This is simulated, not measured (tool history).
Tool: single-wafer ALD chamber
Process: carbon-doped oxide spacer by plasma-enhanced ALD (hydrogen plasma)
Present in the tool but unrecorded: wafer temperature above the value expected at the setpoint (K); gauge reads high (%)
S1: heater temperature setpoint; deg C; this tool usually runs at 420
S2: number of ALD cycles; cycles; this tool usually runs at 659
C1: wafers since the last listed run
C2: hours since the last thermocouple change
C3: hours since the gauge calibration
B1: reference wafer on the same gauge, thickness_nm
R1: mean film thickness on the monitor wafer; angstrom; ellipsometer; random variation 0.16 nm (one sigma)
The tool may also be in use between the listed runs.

Run 1, hour 0: usual settings but S1 409 deg C, S2 725 cycles; C1 0; C2 594.6; C3 861.1; B1 31.582. Result: R1 384.26 angstrom.
Run 2, hour 49.3: usual settings but S1 409 deg C, S2 725 cycles; C1 17; C2 643.9; C3 910.4; B1 31.672. Result: R1 384.63 angstrom.
Run 3, hour 118.1: usual settings but S1 409 deg C, S2 725 cycles; C1 24; C2 712.7; C3 979.2; B1 31.602. Result: R1 382.77 angstrom.
Run 4, hour 164.2: usual settings; C1 16; C2 758.8; C3 1025.3; B1 31.655. Result: R1 338.59 angstrom.
Run 5, hour 206.9: usual settings; C1 15; C2 801.5; C3 1068; B1 31.69. Result: R1 338.87 angstrom.
Run 6, hour 307.9: usual settings; C1 36; C2 902.5; C3 1169; B1 31.674. Result: R1 337.77 angstrom.
Run 7, hour 409.9: usual settings; C1 36; C2 1004.5; C3 1271; B1 31.793. Result: R1 339.3 angstrom.
Run 8, hour 474: usual settings; C1 23; C2 1068.6; C3 1335.1; B1 31.788. Result: R1 338.95 angstrom.
Run 9, hour 516.5: usual settings; C1 15; C2 1111.1; C3 1377.6; B1 31.809. Result: R1 339.21 angstrom.
Run 10, hour 602.1: usual settings but S1 424 deg C; C1 31; C2 1196.7; C3 1463.2; B1 31.788. Result: R1 339.08 angstrom.
Run 11, hour 653.9: usual settings but S2 594 cycles; C1 18; C2 1248.5; C3 1515; B1 31.825. Result: R1 307.34 angstrom.
Run 12, hour 700.9: usual settings but S2 594 cycles; C1 17; C2 1295.5; C3 1562; B1 31.858. Result: R1 309.4 angstrom.
Run 13, hour 808.2: usual settings but S2 594 cycles; C1 38; C2 1402.8; C3 1669.3; B1 31.906. Result: R1 306.71 angstrom.
Run 14, hour 851.4: usual settings but S2 690 cycles; C1 15; C2 1446; C3 1712.5; B1 31.852. Result: R1 356.49 angstrom.
Run 15, hour 905.1: usual settings; C1 19; C2 1499.7; C3 1766.2; B1 31.864. Result: R1 340.26 angstrom.
Run 16, hour 1078.9: usual settings; C1 62; C2 1673.5; C3 1940; B1 31.864. Result: R1 340.56 angstrom.
Run 17, hour 1300.6: usual settings but S1 414 deg C, S2 763 cycles; C1 80; C2 1895.2; C3 2161.7; B1 31.959. Result: R1 397.08 angstrom.
Run 18, hour 1372.9: usual settings but S2 594 cycles; C1 26; C2 1967.5; C3 2234; B1 31.965. Result: R1 306.65 angstrom.
Run 19, hour 1444.6: usual settings; C1 25; C2 2039.2; C3 2305.7; B1 31.936. Result: R1 341.34 angstrom.
At hour 1478: gauge calibrated.
Run 20, hour 1501.7: usual settings but S1 432 deg C, S2 555 cycles; C1 20; C2 2096.3; C3 23.7; B1 30.499. Result: R1 264.17 angstrom.
Run 21, hour 1576.3: usual settings; C1 27; C2 2170.9; C3 98.3; B1 30.608. Result: R1 328.61 angstrom.
Run 22, hour 1643.4: usual settings but S1 407 deg C, S2 612 cycles; C1 24; C2 2238; C3 165.4; B1 30.731. Result: R1 319.22 angstrom.
At hour 1717.7: thermocouple changed; heater temperature recalibrated.
Run 23, hour 1734.4: usual settings but S1 435 deg C; C1 30; C2 16.7; C3 256.4; B1 30.943. Result: R1 312.47 angstrom.
Run 24, hour 1797: usual settings; C1 22; C2 79.3; C3 319; B1 31.026. Result: R1 332.05 angstrom.
Run 25, hour 1842.8: usual settings but S1 409 deg C, S2 763 cycles; C1 16; C2 125.1; C3 364.8; B1 31.083. Result: R1 395.93 angstrom.
Run 26, hour 1918.6: usual settings but S1 415 deg C, S2 785 cycles; C1 27; C2 200.9; C3 440.6; B1 31.154. Result: R1 404.01 angstrom.
Run 27, hour 1955.6: usual settings but S1 426 deg C, S2 776 cycles; C1 13; C2 237.9; C3 477.6; B1 31.194. Result: R1 385.07 angstrom.
Run 28, hour 1999.5: usual settings but S1 406 deg C, S2 779 cycles; C1 15; C2 281.8; C3 521.5; B1 31.298. Result: R1 410.16 angstrom.
Run 29, hour 2097.2: usual settings but S1 406 deg C, S2 779 cycles; C1 35; C2 379.5; C3 619.2; B1 31.383. Result: R1 416.7 angstrom.
Run 30, hour 2192.6: usual settings but S2 585 cycles; C1 34; C2 474.9; C3 714.6; B1 31.42. Result: R1 297.41 angstrom.
Run 31, hour 2280.9: usual settings but S1 434 deg C, S2 569 cycles; C1 32; C2 563.2; C3 802.9; B1 31.446. Result: R1 277.16 angstrom.
Run 32, hour 2324.4: usual settings but S1 416 deg C, S2 554 cycles; C1 15; C2 606.7; C3 846.4; B1 31.499. Result: R1 286.22 angstrom.
Run 33, hour 2427.6: usual settings; C1 37; C2 709.9; C3 949.6; B1 31.633. Result: R1 337.48 angstrom.

Exercise: give the hidden state of the tool at every run:
wafer temperature above the value expected at the setpoint (K): 0 at every run
H1: gauge reads high (%)
run       H1
  1     3.43
  2     3.53
  3     3.66
  4     3.75
  5     3.81
  6     3.96
  7     4.09
  8     4.17
  9     4.21
 10     4.29
 11     4.34
 12     4.38
 13     4.45
 14     4.48
 15     4.51
 16      4.6
 17     4.69
 18     4.71
 19     4.73
 20  -0.0333
 21    0.472
 22    0.882
 23     1.38
 24     1.68
 25     1.89
 26      2.2
 27     2.35
 28      2.5
 29     2.82
 30     3.09
 31     3.31
 32     3.41
 33     3.62
